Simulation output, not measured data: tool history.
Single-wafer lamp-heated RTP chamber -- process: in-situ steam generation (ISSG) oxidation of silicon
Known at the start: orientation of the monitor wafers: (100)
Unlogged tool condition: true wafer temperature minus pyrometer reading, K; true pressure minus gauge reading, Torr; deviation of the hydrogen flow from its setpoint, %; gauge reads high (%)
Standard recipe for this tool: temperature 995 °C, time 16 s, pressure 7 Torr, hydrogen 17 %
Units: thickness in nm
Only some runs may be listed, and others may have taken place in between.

run   hour  temperature  time  pressure  hydrogen  wafers since the last listed run  wafers since the last pyrometer calibration  hours since the pressure gauge was zeroed  hours since the hydrogen flow controller was replaced  hours since the gauge calibration  read-back reference wafer on the same gauge, thickness  thickness
  1      0          991    16         7        17                                 0                                         3497                                     2692.7                                                 2747.3                              449.5                                                   3.707      4.115
  2   26.4          991    16         7        17                               234                                         3731                                     2719.1                                                 2773.7                              475.9                                                   3.702      4.127
      92.9  -- gauge calibrated
  3  107.1          991    16         7        17                               716                                         4448                                     2799.8                                                 2854.4                               14.2                                                   3.771      4.179
     124.5  -- pyrometer window cleaned and pyrometer calibrated
  4    125          995    16         7        17                                87                                            4                                     2817.7                                                 2872.3                               32.1                                                    3.77      4.253
  5  135.8          995    16         7        17                                95                                          100                                     2828.5                                                 2883.1                               42.9                                                   3.766      4.263
     171.5  -- hydrogen flow controller replaced
  6    172          995    16         7        17                               250                                          350                                     2864.7                                                    0.5                               79.1                                                   3.767      4.268
  7  185.6          995    16         7        17                               120                                          471                                     2878.3                                                   14.1                               92.7                                                   3.767      4.264
  8  217.7          995    16       6.9        17                               285                                          756                                     2910.4                                                   46.2                              124.8                                                   3.764      4.241
  9  236.1          995    16       6.9        17                               163                                          919                                     2928.8                                                   64.6                              143.2                                                   3.764      4.255
 10  271.5          995    16       6.9        17                               314                                         1234                                     2964.2                                                    100                              178.6                                                   3.759      4.237
 11  288.2          995    16         7        17                               148                                         1382                                     2980.9                                                  116.7                              195.3                                                   3.759      4.261
 12    314          995    16         7        17                               229                                         1611                                     3006.7                                                  142.5                              221.1                                                   3.755      4.242
     351.4  -- pressure gauge zeroed
 13  351.9         1004    18         7        25                               265                                         1877                                        0.5                                                  180.4                                259                                                   3.752      5.093
 14  365.2         1005    16         7        21                               118                                         1995                                       13.8                                                  193.7                              272.3                                                   3.746      4.624
 15  401.2          995    21       7.7        17                               319                                         2314                                       49.8                                                  229.7                              308.3                                                   3.741      4.825
 16  419.9          995    16       6.9        26                               166                                         2480                                       68.5                                                  248.4                                327                                                   3.738      4.704
 17  434.6          995    16       8.2        17                               130                                         2611                                       83.2                                                  263.1                              341.7                                                   3.734      4.242

Predict the results of run 18:
 18  447.2          995    16         7        11                               111                                         2723                                       95.8                                                  275.7                              354.3                                                       ?          ?

read-back reference wafer on the same gauge, thickness: 3.735
thickness: 3.833 nm
With the hidden condition absent and the run-to-run variation left alone, this run would have shown thickness 3.88 nm.

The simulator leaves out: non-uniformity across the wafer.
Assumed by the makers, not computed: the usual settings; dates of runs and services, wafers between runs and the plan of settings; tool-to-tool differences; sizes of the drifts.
